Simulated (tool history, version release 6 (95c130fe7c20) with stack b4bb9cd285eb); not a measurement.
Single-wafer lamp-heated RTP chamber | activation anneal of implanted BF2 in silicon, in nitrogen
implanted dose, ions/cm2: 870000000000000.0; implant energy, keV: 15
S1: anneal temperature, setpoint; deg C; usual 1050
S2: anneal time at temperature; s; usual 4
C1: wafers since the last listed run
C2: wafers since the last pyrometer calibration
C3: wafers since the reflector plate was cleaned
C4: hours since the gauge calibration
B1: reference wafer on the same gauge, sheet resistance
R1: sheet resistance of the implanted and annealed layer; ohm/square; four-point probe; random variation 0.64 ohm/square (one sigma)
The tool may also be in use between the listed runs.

run,hour,S1,S2,C1,C2,C3,C4,B1,R1
1,0.0,1050,4,0,490,5652,457.0,215.08,220.78
2,39.0,1050,4,692,1183,6344,496.0,214.84,219.94
3,67.8,1050,4,511,1694,6855,524.8,215.00,219.42
4,101.9,1050,4,605,2299,7460,558.9,214.96,219.36
5,131.0,1050,4,516,2815,7977,588.0,215.04,217.87
6,164.7,1032,3,598,3413,8575,621.7,215.30,247.67
7,235.7,1032,3,1260,4674,9835,692.7,215.11,245.46
8,290.1,1050,4,965,5639,10800,747.1,215.01,216.75
9,346.3,1050,4,997,6636,11798,803.3,215.01,217.83
# hour 383.5: reflector plate cleaned
10,409.7,1050,4,983,7620,465,866.7,215.00,216.54
# hour 428.3: pyrometer window cleaned and pyrometer calibrated
11,491.3,1050,4,1306,1118,1771,948.3,214.88,221.95
12,533.7,1050,4,752,1871,2523,990.7,215.05,219.34
13,585.1,1050,4,912,2783,3436,1042.1,215.36,217.87
14,623.0,1041,4,672,3456,4108,1080.0,214.87,227.95
15,669.9,1039,4,832,4288,4941,1126.9,214.81,230.92
16,704.4,1035,3,612,4901,5553,1161.4,215.10,243.21
17,732.1,1028,5,491,5392,6045,1189.1,214.85,236.07
18,790.4,1059,3,1034,6427,7079,1247.4,214.92,216.09
# hour 821.7: pyrometer window cleaned and pyrometer calibrated
19,837.4,1050,4,692,278,7771,1294.4,214.76,221.15
20,867.4,1038,3,532,810,8304,1324.4,215.12,242.84
21,898.0,1075,4,543,1353,8847,1355.0,215.02,194.50
22,922.4,1024,3,433,1787,9280,1379.4,215.15,258.56
23,973.4,1028,3,905,2692,10185,1430.4,215.36,251.95
24,1032.2,1058,5,1043,3735,11229,1489.2,214.87,203.19
# hour 1084.0: reflector plate cleaned
25,1243.2,1073,5,3602,7338,2825,1700.2,214.89,189.07
# hour 1261.7: gauge calibrated
26,1283.0,1050,4,706,8045,3531,21.3,215.05,216.73
# hour 1316.2: pyrometer window cleaned and pyrometer calibrated
27,1334.1,1042,3,764,316,4296,72.4,215.06,237.74
28,1384.7,1050,4,898,1214,5194,123.0,215.05,219.11
29,1409.5,1060,4,440,1655,5635,147.8,214.91,208.02
30,1451.6,1077,6,747,2402,6382,189.9,215.11,184.03
31,1521.3,1050,4,1237,3639,7619,259.6,214.68,217.72
32,1591.1,1025,4,1238,4878,8858,329.4,214.99,245.70

The next listed run, before its measurement:
33,1621.3,1060,6,535,5414,9394,359.6,?,?

B1: 215.04
R1: 195.60 ohm/square
Without the tool's hidden state the same run would have given R1 199.92 ohm/square.
